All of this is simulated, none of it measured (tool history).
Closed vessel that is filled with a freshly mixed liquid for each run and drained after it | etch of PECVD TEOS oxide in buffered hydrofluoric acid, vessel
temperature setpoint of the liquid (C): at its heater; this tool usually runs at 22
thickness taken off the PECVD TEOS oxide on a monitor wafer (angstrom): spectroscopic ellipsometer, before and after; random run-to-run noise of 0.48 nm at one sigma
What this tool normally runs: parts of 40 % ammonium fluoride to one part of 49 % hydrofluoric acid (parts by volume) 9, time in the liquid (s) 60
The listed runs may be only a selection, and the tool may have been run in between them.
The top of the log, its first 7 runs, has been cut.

run   hour  temperature setpoint of the liquid (C)  parts of 40 % ammonium fluoride to one part of 49 % hydrofluoric acid (parts by volume)  time in the liquid (s)  read-back film thickness of the PECVD TEOS oxide reference wafer, read on the same gauge (nm)  thickness taken off the PECVD TEOS oxide on a monitor wafer (angstrom)
  8   72.6                                      22                                                                                        9                      60                                                                                          60.03                                                                  1019.8
  9   85.9                                      22                                                                                        9                      50                                                                                          59.99                                                                   848.1
 10   93.8                                      22                                                                                        9                      50                                                                                          60.01                                                                   858.2
 11  109.8                                      22                                                                                        8                      60                                                                                             60                                                                  1107.7
 12  123.3                                      22                                                                                        9                      60                                                                                          60.06                                                                  1014.2
 13  154.5                                      22                                                                                        9                      60                                                                                          59.98                                                                  1009.5
 14  167.5                                      20                                                                                        9                      60                                                                                          60.01                                                                   904.4
 15  182.3                                      20                                                                                        9                      60                                                                                             60                                                                   902.9
     196.9  -- thermometer replaced
 16  197.4                                      17                                                                                        9                      35                                                                                          59.99                                                                   496.7

Expected results for the next run?
 17  202.6                                      22                                                                                        9                      60                                                                                              ?                                                                       ?

Run 17 gave read-back film thickness of the PECVD TEOS oxide reference wafer, read on the same gauge (nm) 59.97, thickness taken off the PECVD TEOS oxide on a monitor wafer (angstrom) 1115.9.
Minus the tool's unlogged condition, the same run would have read thickness taken off the PECVD TEOS oxide on a monitor wafer (angstrom) 1205.2.
